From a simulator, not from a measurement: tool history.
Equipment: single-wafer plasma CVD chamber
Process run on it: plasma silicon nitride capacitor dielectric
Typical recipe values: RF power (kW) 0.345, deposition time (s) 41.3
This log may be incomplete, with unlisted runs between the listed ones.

run	hour	RF power (kW)	deposition time (s)	read-back reference wafer on the same gauge, thickness_nm	mean film thickness on the monitor wafer (Å)
1	0.0	0.345	41.3	60.351	522.83
2	63.5	0.345	41.3	60.353	526.88
3	92.4	0.345	41.3	60.436	523.77
4	121.4	0.325	44.4	60.384	551.54
5	191.5	0.325	44.4	60.396	552.67
6	238.5	0.325	44.4	60.379	548.71
7	304.8	0.345	41.3	60.392	524.68
8	372.8	0.345	41.3	60.383	526.47
9	409.8	0.345	41.3	60.342	524.26
10	461.4	0.345	46.1	60.387	586.25
11	518.3	0.290	41.3	60.412	485.45
# hour 573.5: RF generator calibrated
12	575.6	0.290	41.3	60.402	487.91
13	609.7	0.290	41.3	60.469	485.64
14	641.0	0.345	41.3	60.386	523.41
15	682.1	0.345	41.3	60.398	523.81
16	717.5	0.345	41.3	60.381	522.46
# hour 766.9: gauge calibrated
17	833.3	0.405	38.9	60.384	527.73
18	886.4	0.375	49.0	60.374	646.78
19	948.8	0.375	41.3	60.394	542.36
20	1004.7	0.345	34.9	60.442	442.73
21	1052.1	0.345	45.9	60.399	582.75
# hour 1077.5: showerhead replaced
22	1084.8	0.410	33.9	60.419	462.57
23	1126.6	0.415	38.7	60.415	530.58
24	1165.5	0.295	47.5	60.412	564.68
25	1219.1	0.325	37.9	60.437	467.82
26	1256.4	0.400	44.2	60.349	595.68
27	1305.9	0.345	41.3	60.401	525.72
28	1354.0	0.400	47.3	60.411	639.75
29	1418.9	0.320	44.7	60.405	550.32
30	1461.6	0.305	46.8	60.356	563.96
31	1493.6	0.305	46.8	60.374	562.91
32	1529.3	0.345	41.3	60.433	525.55
33	1558.3	0.345	41.3	60.425	525.52

Alternative continuations, all from the tool just after run 33; predict every row:
A	1558.7	0.345	41.3	?	?
B	1558.7	0.370	44.5	?	?
C	1558.7	0.345	33.4	?	?
D	1558.7	0.280	36.7	?	?

run	read-back reference wafer on the same gauge, thickness_nm	mean film thickness on the monitor wafer (Å)
A	60.403	525.43
B	60.403	583.10
C	60.403	424.93
D	60.403	425.06
With the hidden condition removed and each run's random variation left untouched, the same runs would have given:
run	mean film thickness on the monitor wafer (Å)
A	525.43
B	583.10
C	424.93
D	425.06

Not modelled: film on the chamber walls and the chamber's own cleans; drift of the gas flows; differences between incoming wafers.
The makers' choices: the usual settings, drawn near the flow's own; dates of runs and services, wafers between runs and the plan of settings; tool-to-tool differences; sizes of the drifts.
